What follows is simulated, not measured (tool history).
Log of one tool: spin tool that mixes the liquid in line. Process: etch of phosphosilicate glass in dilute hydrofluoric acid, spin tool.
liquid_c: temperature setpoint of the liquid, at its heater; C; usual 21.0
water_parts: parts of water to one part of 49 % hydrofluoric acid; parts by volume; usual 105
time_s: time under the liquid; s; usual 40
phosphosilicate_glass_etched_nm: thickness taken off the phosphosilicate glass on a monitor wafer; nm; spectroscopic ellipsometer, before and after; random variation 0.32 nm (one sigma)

| run | hour | liquid_c | water_parts | time_s | read-back film thickness of the phosphosilicate glass reference wafer, read on the same gauge (nm) | phosphosilicate_glass_etched_nm |
|---|---|---|---|---|---|---|
| 1 | 0.0 | 21.0 | 105 | 40 | 70.00 | 41.77 |
| 2 | 68.8 | 21.0 | 135 | 40 | 70.03 | 31.83 |
| 3 | 103.0 | 21.0 | 135 | 40 | 70.01 | 31.93 |
| 4 | 134.4 | 21.0 | 105 | 40 | 70.02 | 42.66 |
| 5 | 185.9 | 21.0 | 105 | 40 | 69.99 | 42.27 |
| 6 | 246.9 | 21.0 | 105 | 30 | 70.01 | 32.10 |
| 7 | 299.6 | 21.0 | 105 | 30 | 69.98 | 31.98 |
| 8 | 356.5 | 21.0 | 130 | 40 | 69.99 | 33.76 |
| 9 | 393.0 | 21.0 | 130 | 40 | 70.00 | 33.48 |
| 10 | 421.8 | 21.0 | 130 | 40 | 70.00 | 33.20 |
| 11 | 487.9 | 21.0 | 90 | 35 | 70.00 | 45.43 |
| 12 | 518.8 | 21.0 | 90 | 35 | 70.00 | 44.81 |
| 13 | 543.8 | 21.0 | 90 | 35 | 70.00 | 44.88 |
|  | 550.4 | gauge calibrated |
| 14 | 735.3 | 21.0 | 105 | 40 | 70.01 | 44.17 |
| 15 | 767.4 | 21.0 | 105 | 40 | 70.01 | 43.62 |
| 16 | 831.3 | 21.0 | 105 | 40 | 70.01 | 44.31 |
| 17 | 884.8 | 25.0 | 145 | 50 | 70.01 | 44.30 |
| 18 | 952.3 | 17.0 | 70 | 40 | 70.01 | 57.79 |
| 19 | 1017.0 | 18.5 | 105 | 40 | 70.00 | 40.74 |
|  | 1053.7 | thermometer replaced |
| 20 | 1080.5 | 17.0 | 70 | 40 | 70.00 | 58.35 |
| 21 | 1150.7 | 19.5 | 70 | 25 | 70.00 | 39.97 |
|  | 1167.7 | hydrofluoric acid flow meter replaced |
| 22 | 1182.1 | 24.0 | 105 | 55 | 70.02 | 59.52 |
| 23 | 1206.7 | 17.0 | 130 | 30 | 69.98 | 18.88 |
| 24 | 1251.5 | 22.5 | 105 | 40 | 70.01 | 40.58 |
| 25 | 1295.7 | 24.0 | 105 | 55 | 69.99 | 59.88 |
| 26 | 1323.8 | 21.0 | 75 | 20 | 70.00 | 28.14 |
| 27 | 1354.6 | 21.0 | 85 | 20 | 70.04 | 24.57 |
| 28 | 1412.9 | 23.0 | 105 | 20 | 69.96 | 20.72 |
| 29 | 1466.8 | 26.0 | 105 | 40 | 70.03 | 47.01 |
| 30 | 1497.9 | 21.0 | 105 | 55 | 69.99 | 53.50 |
| 31 | 1536.3 | 21.0 | 85 | 20 | 69.98 | 24.49 |

Forecast each of these 4 alternatives for the next run:
| A | 1536.7 | 21.0 | 105 | 40 | ? | ? |
| B | 1536.7 | 26.0 | 80 | 25 | ? | ? |
| C | 1536.7 | 17.0 | 90 | 40 | ? | ? |
| D | 1536.7 | 21.0 | 55 | 40 | ? | ? |

| run | read-back film thickness of the phosphosilicate glass reference wafer, read on the same gauge (nm) | phosphosilicate_glass_etched_nm |
|---|---|---|
| A | 70.01 | 38.94 |
| B | 70.01 | 40.23 |
| C | 70.01 | 39.10 |
| D | 70.01 | 78.77 |
Without the tool's hidden state the same runs would have given:
| run | phosphosilicate_glass_etched_nm |
|---|---|
| A | 38.11 |
| B | 39.38 |
| C | 38.28 |
| D | 77.17 |

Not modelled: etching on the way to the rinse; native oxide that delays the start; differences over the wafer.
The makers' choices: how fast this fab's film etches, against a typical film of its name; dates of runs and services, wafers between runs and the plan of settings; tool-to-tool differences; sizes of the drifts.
